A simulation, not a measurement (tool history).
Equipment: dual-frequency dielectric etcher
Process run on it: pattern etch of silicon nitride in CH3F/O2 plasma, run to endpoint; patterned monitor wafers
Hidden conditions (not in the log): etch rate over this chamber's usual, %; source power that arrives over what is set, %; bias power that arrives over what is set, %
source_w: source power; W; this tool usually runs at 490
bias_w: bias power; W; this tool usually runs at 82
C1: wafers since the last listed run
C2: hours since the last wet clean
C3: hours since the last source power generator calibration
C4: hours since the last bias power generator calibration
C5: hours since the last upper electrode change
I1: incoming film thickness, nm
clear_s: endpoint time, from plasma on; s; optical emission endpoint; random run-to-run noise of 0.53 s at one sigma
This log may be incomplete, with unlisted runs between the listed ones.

run 1 hour=0.0 | source_w=490 bias_w=82 | C1=0 C2=262.6 C3=1800.6 C4=3848.1 C5=2678.0 | I1=57.2 | clear_s=62.0
run 2 hour=16.1 | source_w=490 bias_w=82 | C1=83 C2=278.7 C3=1816.7 C4=3864.2 C5=2694.1 | I1=57.5 | clear_s=62.0
run 3 hour=29.0 | source_w=490 bias_w=82 | C1=66 C2=291.6 C3=1829.6 C4=3877.1 C5=2707.0 | I1=57.9 | clear_s=62.4
run 4 hour=45.8 | source_w=490 bias_w=68 | C1=86 C2=308.4 C3=1846.4 C4=3893.9 C5=2723.8 | I1=57.2 | clear_s=65.0
run 5 hour=59.8 | source_w=490 bias_w=68 | C1=72 C2=322.4 C3=1860.4 C4=3907.9 C5=2737.8 | I1=58.2 | clear_s=65.9
run 6 hour=66.2 | source_w=490 bias_w=68 | C1=33 C2=328.8 C3=1866.8 C4=3914.3 C5=2744.2 | I1=56.9 | clear_s=64.7
run 7 hour=83.9 | source_w=490 bias_w=82 | C1=91 C2=346.5 C3=1884.5 C4=3932.0 C5=2761.9 | I1=57.5 | clear_s=61.1
run 8 hour=95.9 | source_w=490 bias_w=82 | C1=62 C2=358.5 C3=1896.5 C4=3944.0 C5=2773.9 | I1=56.6 | clear_s=61.5
run 9 hour=108.6 | source_w=490 bias_w=82 | C1=65 C2=371.2 C3=1909.2 C4=3956.7 C5=2786.6 | I1=58.2 | clear_s=63.1
run 10 hour=118.4 | source_w=490 bias_w=82 | C1=50 C2=381.0 C3=1919.0 C4=3966.5 C5=2796.4 | I1=57.8 | clear_s=62.2
run 11 hour=134.9 | source_w=490 bias_w=82 | C1=85 C2=397.5 C3=1935.5 C4=3983.0 C5=2812.9 | I1=57.4 | clear_s=61.8
run 12 hour=148.2 | source_w=490 bias_w=82 | C1=68 C2=410.8 C3=1948.8 C4=3996.3 C5=2826.2 | I1=57.5 | clear_s=63.0
run 13 hour=165.0 | source_w=490 bias_w=82 | C1=86 C2=427.6 C3=1965.6 C4=4013.1 C5=2843.0 | I1=57.6 | clear_s=63.4
run 14 hour=181.4 | source_w=490 bias_w=82 | C1=84 C2=444.0 C3=1982.0 C4=4029.5 C5=2859.4 | I1=57.1 | clear_s=62.8
-- hour=189.5 bias power generator calibrated
run 15 hour=191.4 | source_w=580 bias_w=93 | C1=31 C2=454.0 C3=1992.0 C4=1.9 C5=2869.4 | I1=57.5 | clear_s=56.7
run 16 hour=208.3 | source_w=490 bias_w=82 | C1=87 C2=470.9 C3=2008.9 C4=18.8 C5=2886.3 | I1=57.2 | clear_s=63.3
-- hour=226.1 source power generator calibrated
-- hour=239.9 wet clean of the chamber
-- hour=252.7 upper electrode replaced
run 17 hour=253.2 | source_w=390 bias_w=98 | C1=73 C2=13.3 C3=27.1 C4=63.7 C5=0.5 | I1=57.1 | clear_s=57.0
run 18 hour=253.6 | source_w=410 bias_w=74 | C1=2 C2=13.7 C3=27.5 C4=64.1 C5=0.9 | I1=57.5 | clear_s=61.9
run 19 hour=254.8 | source_w=490 bias_w=82 | C1=6 C2=14.9 C3=28.7 C4=65.3 C5=2.1 | I1=57.3 | clear_s=56.8
-- hour=303.7 wet clean of the chamber, repeated, since the last time left the tool worse
run 20 hour=304.2 | source_w=490 bias_w=82 | C1=131 C2=0.5 C3=78.1 C4=114.7 C5=51.5 | I1=57.8 | clear_s=61.5
run 21 hour=311.5 | source_w=490 bias_w=82 | C1=37 C2=7.8 C3=85.4 C4=122.0 C5=58.8 | I1=57.5 | clear_s=60.9
run 22 hour=320.0 | source_w=450 bias_w=88 | C1=43 C2=16.3 C3=93.9 C4=130.5 C5=67.3 | I1=57.5 | clear_s=61.1
run 23 hour=331.7 | source_w=530 bias_w=95 | C1=60 C2=28.0 C3=105.6 C4=142.2 C5=79.0 | I1=57.3 | clear_s=56.6
run 24 hour=346.6 | source_w=450 bias_w=88 | C1=77 C2=42.9 C3=120.5 C4=157.1 C5=93.9 | I1=57.1 | clear_s=60.2
run 25 hour=363.1 | source_w=550 bias_w=82 | C1=85 C2=59.4 C3=137.0 C4=173.6 C5=110.4 | I1=57.1 | clear_s=58.9
run 26 hour=377.5 | source_w=490 bias_w=65 | C1=74 C2=73.8 C3=151.4 C4=188.0 C5=124.8 | I1=57.9 | clear_s=66.6
run 27 hour=395.2 | source_w=490 bias_w=82 | C1=91 C2=91.5 C3=169.1 C4=205.7 C5=142.5 | I1=57.6 | clear_s=61.9
run 28 hour=402.7 | source_w=570 bias_w=74 | C1=38 C2=99.0 C3=176.6 C4=213.2 C5=150.0 | I1=57.1 | clear_s=60.2
run 29 hour=415.1 | source_w=490 bias_w=90 | C1=64 C2=111.4 C3=189.0 C4=225.6 C5=162.4 | I1=57.2 | clear_s=59.5
run 30 hour=428.2 | source_w=490 bias_w=94 | C1=67 C2=124.5 C3=202.1 C4=238.7 C5=175.5 | I1=57.2 | clear_s=59.0
run 31 hour=438.8 | source_w=590 bias_w=90 | C1=54 C2=135.1 C3=212.7 C4=249.3 C5=186.1 | I1=57.3 | clear_s=56.3

How the hidden state differs across the entries between the runs, from the last listed run before each to the first after it:
Runs 14 to 15: bias power generator calibrated (hour 189.5)
  etch rate over this chamber's usual, %: -3.14 -> -3.22
  what was measured, less what the result would be without the hidden state, clear_s: +1.9 -> +1.8 s
Runs 16 to 17: source power generator calibrated (hour 226.1); wet clean of the chamber (hour 239.9); upper electrode replaced (hour 252.7)
  etch rate over this chamber's usual, %: -3.35 -> 6.79
  what was measured, less what the result would be without the hidden state, clear_s: +2.1 -> -3.9 s
Runs 19 to 20: wet clean of the chamber, repeated, since the last time left the tool worse (hour 303.7)
  etch rate over this chamber's usual, %: 6.78 -> -0.222
  what was measured, less what the result would be without the hidden state, clear_s: -3.9 -> +0.1 s
